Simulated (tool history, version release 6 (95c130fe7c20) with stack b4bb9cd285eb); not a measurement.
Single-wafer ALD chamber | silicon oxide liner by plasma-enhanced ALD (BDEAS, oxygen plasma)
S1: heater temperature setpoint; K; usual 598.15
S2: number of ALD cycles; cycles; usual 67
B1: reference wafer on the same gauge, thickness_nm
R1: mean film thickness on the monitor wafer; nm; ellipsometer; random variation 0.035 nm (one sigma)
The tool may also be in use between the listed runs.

run 1 hour=0 | S1=598.15 S2=59 | B1=5.138 | R1=5.223
run 2 hour=102.1 | S1=598.15 S2=59 | B1=5.136 | R1=5.241
run 3 hour=198.5 | S1=598.15 S2=72 | B1=5.143 | R1=6.413
run 4 hour=288 | S1=598.15 S2=67 | B1=5.136 | R1=5.858
run 5 hour=334.3 | S1=598.15 S2=67 | B1=5.143 | R1=5.941
run 6 hour=429.1 | S1=598.15 S2=67 | B1=5.137 | R1=5.894
run 7 hour=511 | S1=598.15 S2=71 | B1=5.138 | R1=6.248
run 8 hour=631.7 | S1=598.15 S2=76 | B1=5.132 | R1=6.693
run 9 hour=723.5 | S1=598.15 S2=75 | B1=5.141 | R1=6.576
run 10 hour=797.7 | S1=589.15 S2=67 | B1=5.136 | R1=6.005
run 11 hour=883.7 | S1=598.15 S2=67 | B1=5.143 | R1=5.887
run 12 hour=1181.5 | S1=598.15 S2=67 | B1=5.145 | R1=5.906
run 13 hour=1247.1 | S1=598.15 S2=67 | B1=5.143 | R1=5.884
run 14 hour=1320.2 | S1=610.15 S2=67 | B1=5.14 | R1=5.894
run 15 hour=1417.4 | S1=586.15 S2=67 | B1=5.141 | R1=6.012
run 16 hour=1480.9 | S1=598.15 S2=75 | B1=5.138 | R1=6.615
run 17 hour=1518.2 | S1=583.15 S2=63 | B1=5.132 | R1=5.689
run 18 hour=1579.2 | S1=598.15 S2=71 | B1=5.142 | R1=6.279
-- hour=1602.1 gauge calibrated
run 19 hour=1645.8 | S1=592.15 S2=61 | B1=5.135 | R1=5.483
-- hour=1681.4 thermocouple changed; heater temperature recalibrated
run 20 hour=1683.4 | S1=583.15 S2=63 | B1=5.145 | R1=5.705
run 21 hour=1723.2 | S1=593.15 S2=57 | B1=5.14 | R1=5.058
run 22 hour=1765.2 | S1=592.15 S2=74 | B1=5.136 | R1=6.602
run 23 hour=2013.8 | S1=598.15 S2=79 | B1=5.135 | R1=7.046
run 24 hour=2086.2 | S1=589.15 S2=67 | B1=5.147 | R1=6.061
run 25 hour=2157.8 | S1=585.15 S2=67 | B1=5.142 | R1=6.103
run 26 hour=2278.5 | S1=604.15 S2=61 | B1=5.142 | R1=5.321

What the log doesn't show, run by run:
wafer temperature above the value expected at the setpoint (K): 0 in every run
gauge reads high (%): 0 in every run
